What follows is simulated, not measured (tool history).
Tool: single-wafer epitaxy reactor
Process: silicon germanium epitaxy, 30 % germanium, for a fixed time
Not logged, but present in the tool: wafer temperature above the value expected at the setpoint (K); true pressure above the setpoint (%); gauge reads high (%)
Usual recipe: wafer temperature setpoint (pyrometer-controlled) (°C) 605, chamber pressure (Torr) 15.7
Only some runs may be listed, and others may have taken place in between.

run,hour,wafer temperature setpoint (pyrometer-controlled) (°C),chamber pressure (Torr),wafers since the last listed run,hours since the last pyrometer calibration,hours since the last manometer calibration,hours since the showerhead was replaced,hours since the gauge calibration,"read-back reference wafer on the same gauge, thickness_nm",mean film thickness on the monitor wafer (nm)
1,0.0,595,15.7,0,1225.8,2247.8,3951.2,200.3,51.107,46.760
2,28.2,595,15.7,448,1254.0,2276.0,3979.4,228.5,51.038,46.651
3,61.8,605,15.7,534,1287.6,2309.6,4013.0,262.1,51.142,54.458
4,75.3,605,15.7,214,1301.1,2323.1,4026.5,275.6,51.008,54.640
5,87.3,605,15.7,190,1313.1,2335.1,4038.5,287.6,51.131,54.532
6,115.8,605,15.7,453,1341.6,2363.6,4067.0,316.1,51.119,54.775
7,147.6,605,13.0,505,1373.4,2395.4,4098.8,347.9,50.971,51.543
8,170.7,605,13.0,367,1396.5,2418.5,4121.9,371.0,51.070,51.225
9,195.8,611,15.7,399,1421.6,2443.6,4147.0,396.1,51.173,59.930
10,211.9,605,15.7,256,1437.7,2459.7,4163.1,412.2,51.114,54.201
# hour 234.4: pyrometer calibrated
11,239.5,605,15.7,311,5.1,2487.3,4190.7,439.8,51.069,54.515
12,258.4,605,15.7,300,24.0,2506.2,4209.6,458.7,51.135,54.585
# hour 269.9: gauge calibrated
13,285.3,614,15.7,427,50.9,2533.1,4236.5,15.4,51.062,62.478
14,298.8,605,15.7,214,64.4,2546.6,4250.0,28.9,51.197,54.303
15,326.8,595,12.5,445,92.4,2574.6,4278.0,56.9,51.077,43.280
16,357.5,617,15.7,488,123.1,2605.3,4308.7,87.6,51.046,65.801
# hour 374.6: showerhead replaced
17,387.1,618,14.3,343,152.7,2634.9,12.5,117.2,51.186,64.826
# hour 419.6: capacitance manometer re-zeroed and calibrated
18,420.1,620,15.7,397,185.7,0.5,45.5,150.2,51.076,68.909
19,449.3,605,12.9,464,214.9,29.7,74.7,179.4,51.104,51.226
20,471.5,605,15.7,353,237.1,51.9,96.9,201.6,51.073,54.777
21,506.5,605,15.7,556,272.1,86.9,131.9,236.6,51.024,54.411
22,528.5,593,12.4,349,294.1,108.9,153.9,258.6,51.158,42.076
23,544.1,613,17.5,248,309.7,124.5,169.5,274.2,51.208,63.884
24,563.7,605,15.7,311,329.3,144.1,189.1,293.8,51.160,54.374
25,594.2,605,15.7,485,359.8,174.6,219.6,324.3,51.086,54.393
26,622.6,605,15.7,451,388.2,203.0,248.0,352.7,51.078,54.716
27,638.5,591,13.5,252,404.1,218.9,263.9,368.6,51.036,41.402
28,652.8,605,19.0,227,418.4,233.2,278.2,382.9,51.175,58.244
29,672.7,614,15.7,316,438.3,253.1,298.1,402.8,51.040,63.440
30,697.2,605,15.7,389,462.8,277.6,322.6,427.3,51.106,54.676
31,728.1,605,15.7,491,493.7,308.5,353.5,458.2,51.108,54.163
32,754.9,605,13.9,426,520.5,335.3,380.3,485.0,51.094,52.925
# hour 767.3: gauge calibrated
33,775.6,605,15.7,329,541.2,356.0,401.0,8.3,51.144,54.604
34,804.0,593,17.0,451,569.6,384.4,429.4,36.7,51.051,46.083
35,829.9,591,11.8,411,595.5,410.3,455.3,62.6,51.092,39.610

Across each entry between runs, compare the hidden state at the last listed run before it with the hidden state at the first listed run after it:
In the gap between runs 10 and 11: pyrometer calibrated (hour 234.4)
  no hidden state differs between the two runs
In the gap between runs 12 and 13: gauge calibrated (hour 269.9)
  no hidden state differs between the two runs
In the gap between runs 16 and 17: showerhead replaced (hour 374.6)
  no hidden state differs between the two runs
In the gap between runs 17 and 18: capacitance manometer re-zeroed and calibrated (hour 419.6)
  no hidden state differs between the two runs
In the gap between runs 32 and 33: gauge calibrated (hour 767.3)
  no hidden state differs between the two runs

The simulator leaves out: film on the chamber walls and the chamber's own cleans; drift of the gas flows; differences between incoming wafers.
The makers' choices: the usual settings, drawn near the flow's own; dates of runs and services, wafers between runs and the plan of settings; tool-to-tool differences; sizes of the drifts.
